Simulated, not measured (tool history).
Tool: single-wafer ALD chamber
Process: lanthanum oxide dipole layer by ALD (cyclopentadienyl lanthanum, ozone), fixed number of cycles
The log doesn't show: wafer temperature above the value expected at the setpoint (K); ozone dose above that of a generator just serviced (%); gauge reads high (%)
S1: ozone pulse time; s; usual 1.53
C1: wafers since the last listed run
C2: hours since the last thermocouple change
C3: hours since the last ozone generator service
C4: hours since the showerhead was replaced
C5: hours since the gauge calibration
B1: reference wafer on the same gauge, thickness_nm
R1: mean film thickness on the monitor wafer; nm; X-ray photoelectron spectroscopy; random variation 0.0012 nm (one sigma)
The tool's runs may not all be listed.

run	hour	S1	C1	C2	C3	C4	C5	B1	R1
1	0	1.34	0	595.1	1217.6	6385.2	651.1	0.704	0.581
2	28.4	1.31	744	623.5	1246	6413.6	679.5	0.704	0.58
3	179.6	1.95	3961	774.7	1397.2	6564.8	830.7	0.704	0.599
4	243.5	1.95	1674	838.6	1461.1	6628.7	894.6	0.704	0.6
5	302.5	1.53	1545	897.6	1520.1	6687.7	953.6	0.704	0.589
6	334.3	1.66	833	929.4	1551.9	6719.5	985.4	0.704	0.594
7	381.5	1.53	1236	976.6	1599.1	6766.7	1032.6	0.704	0.589
# hour 429.3: showerhead replaced
# hour 438.1: ozone generator serviced
8	452.9	1.53	1451	1048	14.8	23.6	1104	0.704	0.59
9	484.4	1.53	825	1079.5	46.3	55.1	1135.5	0.704	0.59
10	509.7	1.21	662	1104.8	71.6	80.4	1160.8	0.704	0.576
11	564.8	1.53	1443	1159.9	126.7	135.5	1215.9	0.704	0.588
12	607.3	1.53	1113	1202.4	169.2	178	1258.4	0.704	0.587
# hour 609.4: gauge calibrated
13	657.5	1.53	1315	1252.6	219.4	228.2	48.1	0.704	0.593
14	720.4	1.35	1647	1315.5	282.3	291.1	111	0.704	0.582
# hour 731.4: thermocouple changed; heater temperature recalibrated
15	769.1	1.75	1066	37.7	331	339.8	159.7	0.704	0.596
16	809	1.93	1045	77.6	370.9	379.7	199.6	0.704	0.6
17	834.3	1.53	662	102.9	396.2	405	224.9	0.704	0.59
18	864.4	1.14	788	133	426.3	435.1	255	0.704	0.572
19	935.8	0.93	1870	204.4	497.7	506.5	326.4	0.704	0.56
20	994.9	1.73	1548	263.5	556.8	565.6	385.5	0.704	0.596
21	1033.2	2.14	1003	301.8	595.1	603.9	423.8	0.704	0.604
22	1080.2	1.86	1231	348.8	642.1	650.9	470.8	0.704	0.597
23	1120.3	1.25	1050	388.9	682.2	691	510.9	0.704	0.578
24	1146.8	1.53	694	415.4	708.7	717.5	537.4	0.704	0.59
25	1180.3	1.53	877	448.9	742.2	751	570.9	0.704	0.589
26	1220.6	1.53	1055	489.2	782.5	791.3	611.2	0.704	0.589

Hidden state at the last listed run before each entry between runs and at the first one after, where it differs:
Between runs 7 and 8: showerhead replaced (hour 429.3); ozone generator serviced (hour 438.1)
  no hidden state differs between the two runs
Between runs 12 and 13: gauge calibrated (hour 609.4)
  no hidden state differs between the two runs
Between runs 14 and 15: thermocouple changed; heater temperature recalibrated (hour 731.4)
  no hidden state differs between the two runs
